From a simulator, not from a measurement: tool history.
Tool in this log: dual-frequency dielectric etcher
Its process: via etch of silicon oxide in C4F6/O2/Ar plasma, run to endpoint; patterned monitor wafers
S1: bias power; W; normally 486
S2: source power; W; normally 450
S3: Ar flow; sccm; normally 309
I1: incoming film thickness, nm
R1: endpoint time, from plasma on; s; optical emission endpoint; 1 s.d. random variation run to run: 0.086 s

run,day,S1,S2,S3,I1,R1
1,0,449,450,309,62.7,14.3
2,0.467,449,450,309,62.8,14.1
3,0.942,449,450,309,62.9,14
4,1.417,486,450,309,63.3,13.9
5,1.733,486,450,309,62.7,13.7
6,2.438,486,450,335,63.2,14
7,2.771,486,450,309,62.8,13.7
8,3.033,486,520,385,63.2,13.6
# day 3.775: source power generator calibrated
9,3.796,486,450,309,63.1,13.8
10,4.025,449,450,309,63.4,13.9
# day 6.325: upper electrode replaced
11,6.346,527,540,309,62.7,12.7
# day 6.804: bias power generator calibrated
12,6.825,544,490,309,62.7,12.8
13,7.212,366,400,349,62.7,15.4
14,7.808,486,490,309,62.8,13.5
15,8.346,555,380,253,63.4,13.5
16,8.771,486,450,309,62.7,13.5
17,9.5,429,480,243,63.2,13.6
18,9.779,449,450,309,63.7,14.2
# day 10.558: Ar flow controller replaced
19,11.608,486,360,265,62.6,14
20,12.054,486,550,309,62.3,12.7
21,12.446,486,450,309,62.9,13.4
22,13.117,486,450,309,62.7,13.6
23,13.704,395,400,309,62.6,14.7
24,14.371,486,450,309,62.8,13.7
25,14.971,486,450,309,62.8,13.6
26,15.383,536,490,335,63.2,13
27,15.979,539,540,309,62.7,12.3
28,16.604,545,360,349,62.7,13.8
29,17.25,574,370,264,62.9,13.3

Each run again, without the hidden state but with its own random variation kept:
The tool's hidden condition here consists of: etch rate over this chamber's usual, %; bias power that arrives over what is set, %; source power that arrives over what is set, %; Ar flow that arrives over what is set, %.
run,R1
1,14.3
2,14.1
3,14.1
4,14
5,13.8
6,14.1
7,13.8
8,13.7
9,14
10,14.1
11,12.8
12,13
13,15.6
14,13.7
15,13.7
16,13.7
17,13.9
18,14.4
19,14.3
20,13
21,13.7
22,13.9
23,15
24,14
25,13.9
26,13.4
27,12.7
28,14.2
29,13.7

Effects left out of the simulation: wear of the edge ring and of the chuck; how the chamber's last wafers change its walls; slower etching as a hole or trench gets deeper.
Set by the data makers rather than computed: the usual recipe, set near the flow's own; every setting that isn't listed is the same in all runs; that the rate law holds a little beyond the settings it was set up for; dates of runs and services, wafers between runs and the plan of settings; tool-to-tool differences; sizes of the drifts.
